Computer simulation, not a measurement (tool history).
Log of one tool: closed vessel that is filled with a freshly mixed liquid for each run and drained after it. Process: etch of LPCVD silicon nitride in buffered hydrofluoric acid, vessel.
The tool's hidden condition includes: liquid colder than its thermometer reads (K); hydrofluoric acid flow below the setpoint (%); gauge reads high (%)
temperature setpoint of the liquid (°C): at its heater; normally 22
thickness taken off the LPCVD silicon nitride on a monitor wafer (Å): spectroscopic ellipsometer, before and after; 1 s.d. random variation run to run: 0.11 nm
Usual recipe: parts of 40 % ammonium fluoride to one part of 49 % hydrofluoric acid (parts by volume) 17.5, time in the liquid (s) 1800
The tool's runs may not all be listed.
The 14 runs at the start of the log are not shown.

| run | day | temperature setpoint of the liquid (°C) | parts of 40 % ammonium fluoride to one part of 49 % hydrofluoric acid (parts by volume) | time in the liquid (s) | wafers since the last listed run | hours since the thermometer was replaced | hours since the hydrofluoric acid flow meter was replaced | hours since the gauge calibration | read-back film thickness of the LPCVD silicon nitride reference wafer, read on the same gauge (nm) | thickness taken off the LPCVD silicon nitride on a monitor wafer (Å) |
|---|---|---|---|---|---|---|---|---|---|---|
| 15 | 50.796 | 22 | 17.5 | 1800 | 2679 | 580.4 | 805 | 519.1 | 60.01 | 101.8 |
|  | 50.892 | hydrofluoric acid flow meter replaced |
| 16 | 52.467 | 18 | 13 | 1145 | 1431 | 620.5 | 37.8 | 559.2 | 59.99 | 74.8 |
| 17 | 56.333 | 19.5 | 17.5 | 1800 | 3396 | 713.3 | 130.6 | 652 | 60.02 | 96.4 |
| 18 | 60.504 | 22 | 17.5 | 1800 | 3663 | 813.4 | 230.7 | 752.1 | 60 | 110.8 |
| 19 | 62.354 | 22 | 17.5 | 1800 | 1625 | 857.8 | 275.1 | 796.5 | 59.96 | 109.6 |
| 20 | 63.904 | 22 | 17.5 | 1800 | 1361 | 895 | 312.3 | 833.7 | 59.94 | 109.9 |
| 21 | 65.958 | 22 | 17.5 | 1800 | 1804 | 944.3 | 361.6 | 883 | 59.97 | 107.6 |
| 22 | 69.196 | 27 | 11 | 1800 | 2843 | 1022 | 439.3 | 960.7 | 60.01 | 221.7 |
| 23 | 73.325 | 22 | 17.5 | 1800 | 3627 | 1121.1 | 538.4 | 1059.8 | 59.94 | 104.8 |
| 24 | 75.308 | 24 | 13.5 | 2650 | 1742 | 1168.7 | 586 | 1107.4 | 59.98 | 222.1 |
| 25 | 78.9 | 22 | 22 | 2335 | 3154 | 1254.9 | 672.2 | 1193.6 | 59.99 | 113.2 |
| 26 | 81.267 | 22 | 17.5 | 1025 | 2078 | 1311.7 | 729 | 1250.4 | 60 | 58.6 |
|  | 83.342 | hydrofluoric acid flow meter replaced |
| 27 | 84.417 | 20 | 17.5 | 2085 | 2730 | 1387.3 | 25.8 | 1326 | 60.03 | 116.4 |
| 28 | 87.05 | 26 | 17.5 | 1800 | 2313 | 1450.5 | 89 | 1389.2 | 59.97 | 138.6 |
| 29 | 89.7 | 20 | 17.5 | 1380 | 2327 | 1514.1 | 152.6 | 1452.8 | 60.02 | 75.2 |
| 30 | 99.708 | 20 | 21 | 1800 | 8791 | 1754.3 | 392.8 | 1693 | 60.02 | 82.2 |
| 31 | 104.196 | 22 | 17.5 | 1800 | 3941 | 1862 | 500.5 | 1800.7 | 60.01 | 105.7 |

Forecast each of these 5 alternatives for the next run:
| A | 104.246 | 22 | 13.5 | 1800 | 43 | 1863.2 | 501.7 | 1801.9 | ? | ? |
| B | 104.246 | 25.5 | 13.5 | 1800 | 43 | 1863.2 | 501.7 | 1801.9 | ? | ? |
| C | 104.246 | 22 | 10.5 | 1800 | 43 | 1863.2 | 501.7 | 1801.9 | ? | ? |
| D | 104.246 | 22 | 15.5 | 1325 | 43 | 1863.2 | 501.7 | 1801.9 | ? | ? |
| E | 104.246 | 19.5 | 21.5 | 1330 | 43 | 1863.2 | 501.7 | 1801.9 | ? | ? |

| run | read-back film thickness of the LPCVD silicon nitride reference wafer, read on the same gauge (nm) | thickness taken off the LPCVD silicon nitride on a monitor wafer (Å) |
|---|---|---|
| A | 60.01 | 137.4 |
| B | 60.01 | 166.4 |
| C | 60.01 | 175.8 |
| D | 60.01 | 88.3 |
| E | 60.01 | 58.2 |
Without the tool's hidden state the same runs would have given:
| run | thickness taken off the LPCVD silicon nitride on a monitor wafer (Å) |
|---|---|
| A | 147.2 |
| B | 178.3 |
| C | 188.2 |
| D | 94.6 |
| E | 61.1 |
